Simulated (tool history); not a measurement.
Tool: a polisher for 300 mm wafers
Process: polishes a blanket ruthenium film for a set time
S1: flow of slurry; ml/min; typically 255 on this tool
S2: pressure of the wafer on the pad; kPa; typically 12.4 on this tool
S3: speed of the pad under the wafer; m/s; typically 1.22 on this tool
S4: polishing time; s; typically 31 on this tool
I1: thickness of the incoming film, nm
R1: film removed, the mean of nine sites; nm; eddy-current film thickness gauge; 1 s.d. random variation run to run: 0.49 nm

run,hour,S1,S2,S3,S4,I1,R1
1,0.0,255,12.4,1.22,31,622.3,43.4
2,98.3,255,12.4,1.22,31,628.7,41.7
# hour 146.8: slurry nozzle cleaned
3,167.4,255,12.4,1.22,31,622.5,43.0
# hour 204.5: worn pad replaced by a new one
4,241.7,255,12.4,1.22,31,620.3,42.7
5,300.9,255,12.4,1.22,31,620.7,43.0
# hour 351.5: slurry nozzle cleaned
6,396.4,255,12.4,1.22,31,621.2,42.8
# hour 402.3: worn pad replaced by a new one
# hour 432.2: head pressure recalibrated
7,502.1,255,12.4,1.22,31,613.3,41.5
# hour 560.8: slurry nozzle cleaned
8,577.0,185,12.4,1.22,31,622.6,41.7
# hour 581.5: worn pad replaced by a new one
9,653.2,285,12.4,0.94,26,621.3,29.8
10,692.7,255,12.4,1.22,31,616.9,42.6
11,731.7,195,12.4,1.22,31,624.4,39.7
# hour 754.3: slurry nozzle cleaned
# hour 772.9: worn pad replaced by a new one
# hour 825.9: head pressure recalibrated
12,828.5,255,12.4,1.22,31,621.8,42.4
13,929.6,255,9.0,1.22,35,625.7,33.8
# hour 947.6: slurry nozzle cleaned
# hour 953.6: worn pad replaced by a new one
14,1004.0,325,12.4,1.22,40,619.3,56.7

What if the next run were any one of these 3? Each begins from the tool's condition after run 14:
A,1004.4,255,12.4,1.22,31,616.1,?
B,1004.4,230,12.4,1.22,24,616.1,?
C,1004.4,255,9.7,1.22,31,616.1,?

run,R1
A,42.9
B,32.7
C,33.4
Stripped of hidden state, with their random variation kept, the same runs would have yielded:
run,R1
A,43.6
B,33.3
C,33.9

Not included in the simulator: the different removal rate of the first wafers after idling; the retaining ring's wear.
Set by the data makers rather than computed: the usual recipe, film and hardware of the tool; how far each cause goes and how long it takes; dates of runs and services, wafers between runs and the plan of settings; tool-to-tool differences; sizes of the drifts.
